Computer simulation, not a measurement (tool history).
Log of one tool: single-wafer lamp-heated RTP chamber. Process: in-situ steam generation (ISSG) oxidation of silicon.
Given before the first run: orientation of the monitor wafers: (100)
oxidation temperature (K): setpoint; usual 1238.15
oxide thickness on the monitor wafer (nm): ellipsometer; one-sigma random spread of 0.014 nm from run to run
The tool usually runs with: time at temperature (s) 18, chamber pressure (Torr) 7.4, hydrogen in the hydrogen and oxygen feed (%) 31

run,hour,oxidation temperature (K),time at temperature (s),chamber pressure (Torr),hydrogen in the hydrogen and oxygen feed (%),"read-back reference wafer on the same gauge, thickness",oxide thickness on the monitor wafer (nm)
1,0,1238.15,18,6.9,31,5.029,5.384
# hour 98: gauge calibrated
2,98.1,1238.15,18,6.9,31,5.03,5.388
3,149,1238.15,18,7.4,31,5.034,5.385
4,193.7,1238.15,18,7.4,31,5.032,5.388
5,244.6,1238.15,18,7.4,31,5.036,5.421
6,332.3,1238.15,18,7.4,31,5.031,5.437
7,440.1,1238.15,18,7.4,31,5.024,5.443
8,524.5,1238.15,18,7.4,31,5.029,5.474
9,616.4,1238.15,21,6.9,32,5.028,5.868
# hour 654.9: pyrometer window cleaned and pyrometer calibrated
10,706.7,1225.15,12,8.7,32,5.026,4.409
# hour 815.1: pressure gauge zeroed
# hour 923.3: gauge calibrated
11,935.2,1238.15,18,7.4,31,5.034,5.356
# hour 1100.3: hydrogen flow controller replaced
12,1126.7,1219.15,18,7.4,24,5.034,4.743
13,1168,1238.15,18,7.4,31,5.033,5.408
14,1257,1224.15,14,6.9,26,5.032,4.454
15,1346.9,1238.15,11,7.4,32,5.034,4.527
16,1447.3,1238.15,18,7.4,31,5.023,5.45
17,1508,1221.15,22,7.4,32,5.03,5.659

Forecast each of these 5 alternatives for the next run:
A,1508.4,1238.15,18,7.4,31,?,?
B,1508.4,1238.15,23,6.9,31,?,?
C,1508.4,1230.15,14,7.4,25,?,?
D,1508.4,1230.15,12,7.4,31,?,?
E,1508.4,1257.15,23,7.4,31,?,?

run,"read-back reference wafer on the same gauge, thickness",oxide thickness on the monitor wafer (nm)
A,5.03,5.427
B,5.03,6.006
C,5.03,4.517
D,5.03,4.532
E,5.03,6.459
Take away the tool's hidden state, keep each run's random variation, and the runs would have read:
run,oxide thickness on the monitor wafer (nm)
A,5.326
B,5.884
C,4.444
D,4.464
E,6.313
